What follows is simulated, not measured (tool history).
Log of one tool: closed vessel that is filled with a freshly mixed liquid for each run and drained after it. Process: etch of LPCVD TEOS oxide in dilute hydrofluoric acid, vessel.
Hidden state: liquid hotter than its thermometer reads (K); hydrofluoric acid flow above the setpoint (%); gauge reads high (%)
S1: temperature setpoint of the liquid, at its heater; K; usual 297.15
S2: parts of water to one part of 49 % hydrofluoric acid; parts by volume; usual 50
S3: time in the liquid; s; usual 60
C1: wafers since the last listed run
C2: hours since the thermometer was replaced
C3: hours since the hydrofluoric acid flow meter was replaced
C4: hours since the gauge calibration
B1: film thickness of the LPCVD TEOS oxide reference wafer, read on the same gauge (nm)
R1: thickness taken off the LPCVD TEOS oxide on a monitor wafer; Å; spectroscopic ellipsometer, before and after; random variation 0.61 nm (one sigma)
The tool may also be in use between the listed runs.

run    hour      S1  S2  S3    C1      C2     C3      C4      B1      R1
  1       0  297.15  50  60     0  2069.3    363   173.4  119.99   703.5
       50.9  -- hydrofluoric acid flow meter replaced
  2    67.4  297.15  50  60  4050  2136.7   16.5   240.8     120   659.5
  3   125.6  297.15  40  60  3550  2194.9   74.7     299  119.98   851.4
  4   167.4  297.15  40  60  2549  2236.7  116.5   340.8  120.01   848.2
  5     217  297.15  40  60  3025  2286.3  166.1   390.4  119.98   862.8
  6   267.2  297.15  50  60  3062  2336.5  216.3   440.6  120.01   675.6
  7   305.4  297.15  50  60  2330  2374.7  254.5   478.8  119.94   686.2
  8   348.2  297.15  50  60  2610  2417.5  297.3   521.6     120   694.6
  9   417.9  297.15  50  60  4251  2487.2    367   591.3  120.02     697
 10   459.8  297.15  50  60  2555  2529.1  408.9   633.2  120.01   705.6
 11   486.9  297.15  65  60  1653  2556.2    436   660.3  119.98     529
      512.2  -- hydrofluoric acid flow meter replaced
 12   517.6  298.15  35  60  1811  2586.9    5.4     691  120.05   990.6
 13   563.9  298.15  35  60  2824  2633.2   51.7   737.3  120.02  1020.5
 14   622.1  299.15  50  60  3550  2691.4  109.9   795.5  119.98   740.4
 15   668.7  299.15  50  60  2842    2738  156.5   842.1  120.02     737
 16     704  301.65  45  75  2153  2773.3  191.8   877.4  119.98  1145.4
 17   729.8  297.15  50  60  1573  2799.1  217.6   903.2  120.03     684
      738.9  -- thermometer replaced
 18   792.6  297.15  70  90  3769    53.7  280.4     966     120   739.2
 19   820.4  297.15  35  60  1695    81.5  308.2   993.8  120.02   998.2
 20   850.6  299.65  55  60  1842   111.7  338.4    1024  119.96   709.8
 21   892.6  297.15  50  60  2561   153.7  380.4    1066  119.98   703.5
      932.4  -- hydrofluoric acid flow meter replaced
 22   956.3  297.15  50  60  3824   217.4   23.9  1129.7  120.05   661.6
 23    1005  297.15  50  60  2970   266.1   72.6  1178.4  119.99   670.7
     1008.4  -- gauge calibrated
 24  1036.9  300.65  45  50  1945     298  104.5    28.5  120.03   723.5
 25  1069.4  299.65  55  75  1982   330.5    137      61     120   837.1
 26  1137.5  293.65  30  80  4153   398.6  205.1   129.1     120  1345.2
 27  1199.5  302.15  50  40  3781   460.6  267.1   191.1     120   574.7
 28  1229.5  301.65  50  60  1829   490.6  297.1   221.1  120.03   825.3
 29  1276.3  297.15  50  60  2854   537.4  343.9   267.9  120.01   707.7
 30  1341.3  293.15  70  35  3964   602.4  408.9   332.9  119.97   245.6

The tool's hidden state at each run:
liquid hotter than its thermometer reads (K): 0 in every run
gauge reads high (%): 0 in every run
H1: hydrofluoric acid flow above the setpoint (%)
run     H1
  1   6.64
  2  0.577
  3   1.59
  4   2.32
  5   3.19
  6   4.06
  7   4.73
  8   5.47
  9   6.69
 10   7.42
 11   7.89
 12   0.63
 13   1.44
 14   2.45
 15   3.27
 16   3.88
 17   4.33
 18   5.43
 19   5.91
 20   6.44
 21   7.17
 22  0.546
 23    1.4
 24   1.95
 25   2.52
 26   3.71
 27   4.79
 28   5.31
 29   6.13
 30   7.26
